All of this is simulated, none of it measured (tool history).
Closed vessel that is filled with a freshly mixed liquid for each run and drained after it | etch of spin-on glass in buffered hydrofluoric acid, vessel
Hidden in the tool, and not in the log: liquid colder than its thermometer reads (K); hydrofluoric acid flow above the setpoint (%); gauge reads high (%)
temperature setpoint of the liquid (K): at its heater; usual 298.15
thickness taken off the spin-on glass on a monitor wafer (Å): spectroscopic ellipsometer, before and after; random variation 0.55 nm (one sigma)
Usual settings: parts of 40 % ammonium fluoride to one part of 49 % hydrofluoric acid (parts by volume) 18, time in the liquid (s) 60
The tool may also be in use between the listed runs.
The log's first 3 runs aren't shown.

run,hour,temperature setpoint of the liquid (K),parts of 40 % ammonium fluoride to one part of 49 % hydrofluoric acid (parts by volume),time in the liquid (s),wafers since the last listed run,hours since the thermometer was replaced,hours since the hydrofluoric acid flow meter was replaced,hours since the gauge calibration,"read-back film thickness of the spin-on glass reference wafer, read on the same gauge (nm)",thickness taken off the spin-on glass on a monitor wafer (Å)
4,63.9,298.15,18,60,2325,864.7,1475.8,683,40.02,974.1
5,93.9,298.15,18,60,2642,894.7,1505.8,713,40.01,966.1
6,107.3,300.65,18,60,1180,908.1,1519.2,726.4,39.99,1124.1
7,135.8,296.15,18,60,2510,936.6,1547.7,754.9,40.01,870.8
8,152.8,296.15,18,60,1497,953.6,1564.7,771.9,39.97,872.8
9,183,298.15,18,60,2660,983.8,1594.9,802.1,39.97,972.7
10,212.5,298.15,18,60,2598,1013.3,1624.4,831.6,39.99,965.9
11,246.2,298.15,18,60,2968,1047,1658.1,865.3,40.01,969.5
# hour 280.5: thermometer replaced
12,281,298.15,18,60,2977,0.5,1692.9,900.1,39.99,1008.3
13,300.1,298.15,18,60,1682,19.6,1712,919.2,40.01,1013
14,321.2,298.15,18,60,1858,40.7,1733.1,940.3,40.01,1012.5
15,354.5,298.15,12,60,2933,74,1766.4,973.6,40.03,1500.3
# hour 363.9: hydrofluoric acid flow meter replaced
# hour 375.6: gauge calibrated
16,379.6,298.15,18,60,2123,99.1,15.7,4,39.98,946.6
17,395.6,298.15,18,50,1409,115.1,31.7,20,40.02,781.8
18,426,298.15,18,45,2678,145.5,62.1,50.4,39.99,700.9
19,439,298.15,18,60,1145,158.5,75.1,63.4,39.99,934.7
20,462.6,293.65,21.5,35,2079,182.1,98.7,87,39.99,361.9
21,495.8,293.65,18,60,2924,215.3,131.9,120.2,40.02,735.4
22,512.4,295.15,24,75,1462,231.9,148.5,136.8,40.02,786.2
23,545.2,295.15,18,60,2889,264.7,181.3,169.6,39.99,800.2
24,561.7,298.15,18,60,1453,281.2,197.8,186.1,39.99,924.6
25,588.9,298.15,18,90,2396,308.4,225,213.3,40.01,1404.7

Forecast run 26:
26,610.8,296.65,24.5,40,1929,330.3,246.9,235.2,?,?

Run 26 gave read-back film thickness of the spin-on glass reference wafer, read on the same gauge (nm) 40.02, thickness taken off the spin-on glass on a monitor wafer (Å) 447.5.
Without the tool's hidden state the same run would have given thickness taken off the spin-on glass on a monitor wafer (Å) 449.5.
